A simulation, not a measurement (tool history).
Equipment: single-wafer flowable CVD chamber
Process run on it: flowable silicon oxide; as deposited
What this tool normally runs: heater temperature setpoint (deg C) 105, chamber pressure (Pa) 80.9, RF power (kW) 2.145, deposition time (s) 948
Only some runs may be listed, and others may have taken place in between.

run,hour,heater temperature setpoint (deg C),chamber pressure (Pa),RF power (kW),deposition time (s),"read-back reference wafer on the same gauge, thickness_nm",mean film thickness on the monitor wafer (nm)
1,0.0,105,80.9,2.145,948,356.120,325.514
2,33.6,105,80.9,2.145,948,356.299,324.746
3,51.9,105,80.9,2.145,948,355.818,324.641
4,84.2,105,80.9,2.145,948,355.823,325.809
5,105.3,105,80.9,2.145,948,355.905,325.413
6,119.6,94,80.9,2.145,948,356.220,495.336
7,144.4,94,80.9,2.145,948,355.814,495.434
8,177.0,105,80.9,2.145,948,356.030,328.148
# hour 189.3: RF generator calibrated
9,201.6,105,80.9,2.145,948,355.948,326.523
10,235.6,105,80.9,2.145,948,356.481,327.568
11,250.7,97,80.9,2.145,849,355.992,398.141
# hour 287.9: showerhead replaced
12,288.4,97,80.9,2.145,849,355.628,398.435
13,297.5,105,80.9,2.145,948,356.271,328.063
14,322.2,105,97.7,1.945,948,356.116,392.927
# hour 353.0: thermocouple changed; heater temperature recalibrated
15,353.5,117,80.9,2.145,948,355.651,221.383
16,359.0,93,96.1,1.965,948,355.809,629.484
# hour 373.1: capacitance manometer re-zeroed and calibrated
17,380.4,105,96.1,1.780,1046,355.904,430.888
18,415.5,105,80.9,2.145,948,355.949,342.643
19,437.3,93,80.9,1.875,948,355.699,525.742
# hour 444.4: gauge calibrated
20,462.7,93,80.9,1.875,948,355.769,525.821

Run 21 has not been measured yet. What should we expect?
21,486.4,105,80.9,2.440,948,?,?

{"run 21": {"read-back reference wafer on the same gauge, thickness_nm": 356.072, "mean film thickness on the monitor wafer (nm)": 347.023}}
The same run, on a tool lacking any hidden state, would have yielded mean film thickness on the monitor wafer (nm) 321.250.

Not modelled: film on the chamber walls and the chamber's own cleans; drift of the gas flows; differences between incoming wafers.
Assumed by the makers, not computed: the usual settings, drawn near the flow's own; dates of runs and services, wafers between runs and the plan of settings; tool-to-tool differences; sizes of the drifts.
